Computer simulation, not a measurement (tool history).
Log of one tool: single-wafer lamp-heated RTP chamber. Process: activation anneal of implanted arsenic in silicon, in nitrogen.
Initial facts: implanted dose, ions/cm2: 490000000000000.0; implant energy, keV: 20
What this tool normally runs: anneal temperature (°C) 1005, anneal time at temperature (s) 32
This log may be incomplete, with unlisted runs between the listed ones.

| run | hour | anneal temperature (°C) | anneal time at temperature (s) | read-back reference wafer on the same gauge, sheet resistance | sheet resistance of the implanted and annealed layer (ohm/square) |
|---|---|---|---|---|---|
| 1 | 0 | 1005 | 32 | 168.03 | 207.79 |
| 2 | 13 | 1005 | 32 | 167.98 | 208.52 |
| 3 | 20.6 | 1005 | 32 | 167.96 | 208.42 |
| 4 | 36.4 | 998 | 32 | 167.99 | 208.61 |
| 5 | 50.6 | 998 | 32 | 168 | 209 |
| 6 | 62.9 | 995 | 32 | 168 | 210.26 |
| 7 | 72.5 | 995 | 32 | 168.01 | 209.92 |
| 8 | 79.5 | 981 | 19 | 168 | 213.67 |
| 9 | 93.9 | 981 | 19 | 167.93 | 213.33 |
| 10 | 110.5 | 1005 | 32 | 167.94 | 207.78 |
| 11 | 121.1 | 1005 | 32 | 168.01 | 207.96 |
| 12 | 136.4 | 1005 | 32 | 168 | 208.43 |
| 13 | 174.9 | 1005 | 32 | 167.97 | 207.62 |
| 14 | 189.4 | 1005 | 32 | 168.02 | 207.56 |
| 15 | 212.1 | 1035 | 44 | 168.03 | 197.27 |
| 16 | 218.2 | 1005 | 32 | 167.97 | 205.82 |
| 17 | 225.9 | 1025 | 46 | 168 | 198.94 |
| 18 | 238.9 | 982 | 42 | 167.99 | 208.07 |
| 19 | 245.2 | 1018 | 23 | 168.03 | 206.18 |
| 20 | 282.1 | 1005 | 32 | 167.99 | 207.64 |
| 21 | 294.8 | 1005 | 48 | 168.02 | 205.26 |
| 22 | 306.8 | 1014 | 40 | 167.99 | 205.37 |
| 23 | 324.7 | 1005 | 32 | 167.95 | 207.74 |
| 24 | 336.8 | 1033 | 17 | 168.01 | 207.82 |
| 25 | 363.1 | 991 | 41 | 167.97 | 207.83 |
| 26 | 369.2 | 1005 | 32 | 168.03 | 208.28 |
| 27 | 382.5 | 1027 | 49 | 168.02 | 200.48 |
| 28 | 397.5 | 1005 | 32 | 168.01 | 207.76 |

Withheld: 5 entries from between the runs. Position of each, and hidden state at the listed run before versus the listed run after:
Logged between run 1 and run 2: pyrometer window cleaned and pyrometer calibrated (hour 3)
  true wafer temperature minus pyrometer reading, K: 5.83 -> 0.414
  measured less the result without the state, sheet resistance of the implanted and annealed layer (ohm/square): -0.88 -> -0.06
Logged between run 14 and run 15: pyrometer window cleaned and pyrometer calibrated (hour 211.6)
  true wafer temperature minus pyrometer reading, K: 6.37 -> 13.4
  measured less the result without the state, sheet resistance of the implanted and annealed layer (ohm/square): -0.97 -> -2.97
Logged between run 18 and run 19: gauge calibrated (hour 241)
  true wafer temperature minus pyrometer reading, K: 14.3 -> 14.5
  measured less the result without the state, sheet resistance of the implanted and annealed layer (ohm/square): -2.09 -> -2.37
Logged between run 19 and run 20: reflector plate cleaned (hour 273.1); pyrometer window cleaned and pyrometer calibrated, repeated, since the last time left the tool worse (hour 277.8)
  true wafer temperature minus pyrometer reading, K: 14.5 -> 0.964
  measured less the result without the state, sheet resistance of the implanted and annealed layer (ohm/square): -2.37 -> -0.14

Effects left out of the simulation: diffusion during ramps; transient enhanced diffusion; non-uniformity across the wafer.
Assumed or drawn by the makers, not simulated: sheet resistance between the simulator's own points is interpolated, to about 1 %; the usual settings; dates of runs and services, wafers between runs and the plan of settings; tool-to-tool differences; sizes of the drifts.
